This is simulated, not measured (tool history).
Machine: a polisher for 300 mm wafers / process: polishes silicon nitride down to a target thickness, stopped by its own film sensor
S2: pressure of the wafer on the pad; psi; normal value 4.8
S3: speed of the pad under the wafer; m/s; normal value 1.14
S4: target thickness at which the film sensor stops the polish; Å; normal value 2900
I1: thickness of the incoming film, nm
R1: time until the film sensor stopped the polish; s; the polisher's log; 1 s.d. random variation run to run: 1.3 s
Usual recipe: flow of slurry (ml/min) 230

Run 1, hour 0: usual settings but S3 0.9 m/s; I1 465.6. Result: R1 92.7 s.
At hour 10.4: worn pad replaced by a new one.
Run 2, hour 15.1: usual settings but S3 0.9 m/s; I1 461.1. Result: R1 87.7 s.
Run 3, hour 30.3: usual settings but S3 1.28 m/s; I1 460.2. Result: R1 73.9 s.
Run 4, hour 44.5: usual settings but S3 1.28 m/s; I1 468.3. Result: R1 79 s.
Run 5, hour 57.3: usual settings but S3 1.28 m/s; I1 464.3. Result: R1 78.3 s.
Run 6, hour 66.3: usual settings; I1 460.6. Result: R1 80.9 s.
Run 7, hour 80.1: usual settings; I1 459.8. Result: R1 80.6 s.
Run 8, hour 89.8: usual settings; I1 467. Result: R1 82.6 s.
Run 9, hour 105.7: usual settings; I1 462.3. Result: R1 78.8 s.
Run 10, hour 112.4: usual settings; I1 463.7. Result: R1 81.9 s.
Run 11, hour 122.4: usual settings; I1 462.6. Result: R1 83.4 s.
Run 12, hour 132.5: usual settings but flow of slurry (ml/min) 285; I1 464.2. Result: R1 80.1 s.
Run 13, hour 149.9: usual settings but flow of slurry (ml/min) 285; I1 462.7. Result: R1 79.1 s.
Run 14, hour 161.5: usual settings but flow of slurry (ml/min) 270, S2 3.8 psi; I1 468.8. Result: R1 103.3 s.
At hour 168: worn pad replaced by a new one.
Run 15, hour 179.1: usual settings but flow of slurry (ml/min) 150, S2 4.3 psi, S3 1.3 m/s, S4 2530 Å; I1 464. Result: R1 105.6 s.
Run 16, hour 188.4: usual settings but flow of slurry (ml/min) 270; I1 451.2. Result: R1 73.8 s.
Run 17, hour 204.2: usual settings but S2 4.3 psi, S4 3130 Å; I1 451.9. Result: R1 72 s.
Run 18, hour 215.6: usual settings but S3 1.44 m/s; I1 454.2. Result: R1 69.1 s.
Run 19, hour 226.6: usual settings; I1 453.4. Result: R1 76.3 s.
Run 20, hour 242.6: usual settings but flow of slurry (ml/min) 160, S2 6.1 psi, S3 1.26 m/s, S4 3380 Å; I1 466.4. Result: R1 47.8 s.
At hour 250.2: slurry nozzle cleaned.
At hour 261.8: head pressure recalibrated.
Run 21, hour 262.3: usual settings but S3 1.28 m/s; I1 469.9. Result: R1 77.2 s.

Forecast run 22:
Run 22, hour 267.4: usual settings but flow of slurry (ml/min) 280, S2 6.2 psi, S4 3350 Å; I1 457.4. Result: R1 ?.

R1: 43.6 s
Take away the tool's hidden state, keep the run-to-run variation as it was, and the same run would have given R1 43.6 s.
